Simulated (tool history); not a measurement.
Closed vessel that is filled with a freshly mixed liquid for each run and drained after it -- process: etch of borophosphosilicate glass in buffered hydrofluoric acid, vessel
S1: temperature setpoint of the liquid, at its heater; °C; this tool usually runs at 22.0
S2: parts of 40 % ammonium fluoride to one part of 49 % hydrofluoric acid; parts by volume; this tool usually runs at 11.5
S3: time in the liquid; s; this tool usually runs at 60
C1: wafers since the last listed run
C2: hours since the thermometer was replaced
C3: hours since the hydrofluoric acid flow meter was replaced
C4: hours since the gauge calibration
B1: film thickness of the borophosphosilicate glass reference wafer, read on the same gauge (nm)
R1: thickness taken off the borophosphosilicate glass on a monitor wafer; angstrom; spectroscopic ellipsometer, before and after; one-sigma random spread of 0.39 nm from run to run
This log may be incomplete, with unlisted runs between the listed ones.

{"run": 1, "hour": 0.0, "S1": 22.0, "S2": 11.5, "S3": 60, "C1": 0, "C2": 875.4, "C3": 326.2, "C4": 935.8, "B1": 29.97, "R1": 1070.0}
{"hour": 23.8, "done": "thermometer replaced"}
{"run": 2, "hour": 99.0, "S1": 22.0, "S2": 11.5, "S3": 35, "C1": 10337, "C2": 75.2, "C3": 425.2, "C4": 1034.8, "B1": 29.99, "R1": 647.4}
{"run": 3, "hour": 152.1, "S1": 23.5, "S2": 11.5, "S3": 60, "C1": 5601, "C2": 128.3, "C3": 478.3, "C4": 1087.9, "B1": 30.03, "R1": 1190.3}
{"run": 4, "hour": 209.0, "S1": 23.5, "S2": 11.5, "S3": 60, "C1": 6002, "C2": 185.2, "C3": 535.2, "C4": 1144.8, "B1": 29.98, "R1": 1180.3}
{"run": 5, "hour": 273.0, "S1": 22.0, "S2": 11.5, "S3": 60, "C1": 6751, "C2": 249.2, "C3": 599.2, "C4": 1208.8, "B1": 30.01, "R1": 1091.4}
{"run": 6, "hour": 331.6, "S1": 22.0, "S2": 11.5, "S3": 60, "C1": 6181, "C2": 307.8, "C3": 657.8, "C4": 1267.4, "B1": 30.02, "R1": 1080.7}
{"run": 7, "hour": 438.7, "S1": 22.0, "S2": 11.5, "S3": 60, "C1": 11297, "C2": 414.9, "C3": 764.9, "C4": 1374.5, "B1": 30.01, "R1": 1070.2}
{"run": 8, "hour": 510.8, "S1": 22.0, "S2": 11.5, "S3": 60, "C1": 7605, "C2": 487.0, "C3": 837.0, "C4": 1446.6, "B1": 30.01, "R1": 1065.4}
{"run": 9, "hour": 569.9, "S1": 22.0, "S2": 9.0, "S3": 60, "C1": 6234, "C2": 546.1, "C3": 896.1, "C4": 1505.7, "B1": 30.03, "R1": 1326.5}
{"run": 10, "hour": 621.6, "S1": 22.0, "S2": 11.5, "S3": 60, "C1": 5453, "C2": 597.8, "C3": 947.8, "C4": 1557.4, "B1": 29.99, "R1": 1059.8}
{"hour": 635.6, "done": "hydrofluoric acid flow meter replaced"}
{"run": 11, "hour": 698.7, "S1": 22.0, "S2": 11.5, "S3": 30, "C1": 8027, "C2": 674.9, "C3": 63.1, "C4": 1634.5, "B1": 30.03, "R1": 544.8}
{"run": 12, "hour": 769.0, "S1": 19.0, "S2": 13.5, "S3": 40, "C1": 7415, "C2": 745.2, "C3": 133.4, "C4": 1704.8, "B1": 29.96, "R1": 524.5}
{"hour": 801.0, "done": "thermometer replaced"}
{"run": 13, "hour": 816.6, "S1": 22.0, "S2": 11.5, "S3": 60, "C1": 4915, "C2": 15.6, "C3": 181.0, "C4": 1752.4, "B1": 30.02, "R1": 1116.0}
{"run": 14, "hour": 883.2, "S1": 22.0, "S2": 10.0, "S3": 60, "C1": 7025, "C2": 82.2, "C3": 247.6, "C4": 1819.0, "B1": 30.03, "R1": 1273.1}
{"run": 15, "hour": 967.4, "S1": 17.5, "S2": 10.0, "S3": 60, "C1": 8881, "C2": 166.4, "C3": 331.8, "C4": 1903.2, "B1": 30.02, "R1": 983.8}
{"run": 16, "hour": 1033.5, "S1": 26.0, "S2": 11.5, "S3": 60, "C1": 6972, "C2": 232.5, "C3": 397.9, "C4": 1969.3, "B1": 30.02, "R1": 1359.5}
{"run": 17, "hour": 1134.7, "S1": 22.0, "S2": 13.0, "S3": 60, "C1": 10675, "C2": 333.7, "C3": 499.1, "C4": 2070.5, "B1": 29.98, "R1": 960.2}
{"run": 18, "hour": 1229.1, "S1": 22.0, "S2": 11.5, "S3": 60, "C1": 9957, "C2": 428.1, "C3": 593.5, "C4": 2164.9, "B1": 30.0, "R1": 1080.0}
{"run": 19, "hour": 1326.5, "S1": 22.0, "S2": 11.5, "S3": 60, "C1": 10274, "C2": 525.5, "C3": 690.9, "C4": 2262.3, "B1": 29.96, "R1": 1075.5}
{"run": 20, "hour": 1381.7, "S1": 22.0, "S2": 7.0, "S3": 60, "C1": 5822, "C2": 580.7, "C3": 746.1, "C4": 2317.5, "B1": 30.03, "R1": 1721.3}
{"hour": 1405.9, "done": "gauge calibrated"}
{"hour": 1418.1, "done": "hydrofluoric acid flow meter replaced"}
{"run": 21, "hour": 1460.4, "S1": 22.0, "S2": 7.0, "S3": 60, "C1": 8196, "C2": 659.4, "C3": 42.3, "C4": 54.5, "B1": 30.03, "R1": 1772.9}
{"hour": 1524.1, "done": "thermometer replaced"}
{"run": 22, "hour": 1539.2, "S1": 22.0, "S2": 11.5, "S3": 60, "C1": 8206, "C2": 15.1, "C3": 121.1, "C4": 133.3, "B1": 30.0, "R1": 1118.5}
{"run": 23, "hour": 1578.5, "S1": 22.0, "S2": 11.5, "S3": 75, "C1": 4145, "C2": 54.4, "C3": 160.4, "C4": 172.6, "B1": 29.96, "R1": 1394.2}
{"run": 24, "hour": 1648.0, "S1": 22.0, "S2": 14.5, "S3": 45, "C1": 7331, "C2": 123.9, "C3": 229.9, "C4": 242.1, "B1": 30.0, "R1": 663.3}
{"run": 25, "hour": 1755.3, "S1": 22.0, "S2": 11.5, "S3": 60, "C1": 11318, "C2": 231.2, "C3": 337.2, "C4": 349.4, "B1": 29.99, "R1": 1100.7}
{"run": 26, "hour": 1828.0, "S1": 20.0, "S2": 11.5, "S3": 35, "C1": 7668, "C2": 303.9, "C3": 409.9, "C4": 422.1, "B1": 29.98, "R1": 567.3}
{"run": 27, "hour": 1913.8, "S1": 22.0, "S2": 11.5, "S3": 60, "C1": 9050, "C2": 389.7, "C3": 495.7, "C4": 507.9, "B1": 30.01, "R1": 1078.8}
{"run": 28, "hour": 2015.2, "S1": 24.0, "S2": 13.0, "S3": 80, "C1": 10696, "C2": 491.1, "C3": 597.1, "C4": 609.3, "B1": 30.01, "R1": 1424.5}
{"run": 29, "hour": 2058.4, "S1": 22.0, "S2": 11.5, "S3": 60, "C1": 4556, "C2": 534.3, "C3": 640.3, "C4": 652.5, "B1": 30.0, "R1": 1075.6}
{"run": 30, "hour": 2158.7, "S1": 17.5, "S2": 11.5, "S3": 60, "C1": 10580, "C2": 634.6, "C3": 740.6, "C4": 752.8, "B1": 29.98, "R1": 822.6}
{"run": 31, "hour": 2223.0, "S1": 25.0, "S2": 15.5, "S3": 35, "C1": 6782, "C2": 698.9, "C3": 804.9, "C4": 817.1, "B1": 29.98, "R1": 544.0}
{"run": 32, "hour": 2261.1, "S1": 24.0, "S2": 11.5, "S3": 30, "C1": 4018, "C2": 737.0, "C3": 843.0, "C4": 855.2, "B1": 30.01, "R1": 587.0}

Hidden state, per run?
gauge reads high (%): 0 on each run
H1: liquid colder than its thermometer reads (K)
H2: hydrofluoric acid flow below the setpoint (%)
run=1 H1=0.684 H2=1.88
run=2 H1=0.0696 H2=2.31
run=3 H1=0.105 H2=2.55
run=4 H1=0.144 H2=2.79
run=5 H1=0.187 H2=3.07
run=6 H1=0.227 H2=3.33
run=7 H1=0.299 H2=3.8
run=8 H1=0.348 H2=4.11
run=9 H1=0.388 H2=4.37
run=10 H1=0.423 H2=4.59
run=11 H1=0.475 H2=0.7
run=12 H1=0.523 H2=1.01
run=13 H1=0.0288 H2=1.21
run=14 H1=0.0738 H2=1.51
run=15 H1=0.131 H2=1.87
run=16 H1=0.175 H2=2.16
run=17 H1=0.244 H2=2.6
run=18 H1=0.308 H2=3.01
run=19 H1=0.374 H2=3.44
run=20 H1=0.411 H2=3.68
run=21 H1=0.464 H2=0.553
run=22 H1=0.0345 H2=0.897
run=23 H1=0.0611 H2=1.07
run=24 H1=0.108 H2=1.37
run=25 H1=0.181 H2=1.84
run=26 H1=0.23 H2=2.16
run=27 H1=0.288 H2=2.53
run=28 H1=0.356 H2=2.97
run=29 H1=0.386 H2=3.16
run=30 H1=0.453 H2=3.6
run=31 H1=0.497 H2=3.88
run=32 H1=0.523 H2=4.05

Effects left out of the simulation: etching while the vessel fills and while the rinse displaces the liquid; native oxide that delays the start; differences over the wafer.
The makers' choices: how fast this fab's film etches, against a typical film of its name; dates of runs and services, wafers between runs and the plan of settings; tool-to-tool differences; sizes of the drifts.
